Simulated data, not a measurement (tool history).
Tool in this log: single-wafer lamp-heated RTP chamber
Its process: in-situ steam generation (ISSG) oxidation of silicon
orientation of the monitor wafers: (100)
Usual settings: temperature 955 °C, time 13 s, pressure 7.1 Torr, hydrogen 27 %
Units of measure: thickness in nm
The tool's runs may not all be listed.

run	hour	temperature	time	pressure	hydrogen	wafers since the last listed run	wafers since the last pyrometer calibration	hours since the pressure gauge was zeroed	hours since the hydrogen flow controller was replaced	hours since the gauge calibration	read-back reference wafer on the same gauge, thickness	thickness
1	0.0	955	13	7.1	27	0	7006	1160.2	1799.2	392.3	4.702	4.122
# hour 36.1: pyrometer window cleaned and pyrometer calibrated
2	66.3	964	13	7.1	27	675	349	1226.5	1865.5	458.6	4.707	4.209
3	125.4	964	13	7.1	27	684	1033	1285.6	1924.6	517.7	4.716	4.222
4	177.8	955	13	7.1	27	606	1640	1338.0	1977.0	570.1	4.713	4.129
5	381.1	955	13	7.1	27	2354	3994	1541.3	2180.3	773.4	4.709	4.110
6	434.5	955	13	7.1	27	618	4612	1594.7	2233.7	826.8	4.712	4.126
# hour 446.5: pressure gauge zeroed
7	467.6	955	15	8.3	27	290	4903	21.1	2266.8	859.9	4.711	4.346
# hour 487.8: hydrogen flow controller replaced
8	501.2	955	15	8.3	27	296	5200	54.7	13.4	893.5	4.713	4.351
# hour 507.6: gauge calibrated
9	537.8	969	13	7.1	27	423	5623	91.3	50.0	30.2	4.705	4.273
10	592.7	955	9	7.1	27	635	6259	146.2	104.9	85.1	4.706	3.618
# hour 604.7: pyrometer window cleaned and pyrometer calibrated
11	623.4	943	13	7.1	27	262	216	176.9	135.6	115.8	4.707	4.010
12	651.6	962	17	6.9	20	326	543	205.1	163.8	144.0	4.714	4.301
13	680.9	955	13	6.9	27	339	882	234.4	193.1	173.3	4.709	4.121
14	716.4	955	10	7.1	21	411	1293	269.9	228.6	208.8	4.709	3.470
15	753.8	955	15	8.3	27	433	1726	307.3	266.0	246.2	4.710	4.338
16	822.0	938	13	6.9	18	789	2516	375.5	334.2	314.4	4.714	3.551
17	852.8	962	16	7.8	32	356	2872	406.3	365.0	345.2	4.715	4.775
18	878.5	955	13	7.1	27	297	3170	432.0	390.7	370.9	4.709	4.127
19	909.4	955	8	7.1	19	357	3528	462.9	421.6	401.8	4.712	3.140
20	941.6	955	13	7.1	27	372	3901	495.1	453.8	434.0	4.711	4.133

What differs in the tool's unlogged condition from the final listed run ahead of each entry between runs to the first listed run following it?
After run 1, before run 2: pyrometer window cleaned and pyrometer calibrated (hour 36.1)
  no difference in the tool's unlogged condition between these two runs
After run 6, before run 7: pressure gauge zeroed (hour 446.5)
  no difference in the tool's unlogged condition between these two runs
After run 7, before run 8: hydrogen flow controller replaced (hour 487.8)
  no difference in the tool's unlogged condition between these two runs
After run 8, before run 9: gauge calibrated (hour 507.6)
  no difference in the tool's unlogged condition between these two runs
After run 10, before run 11: pyrometer window cleaned and pyrometer calibrated (hour 604.7)
  no difference in the tool's unlogged condition between these two runs
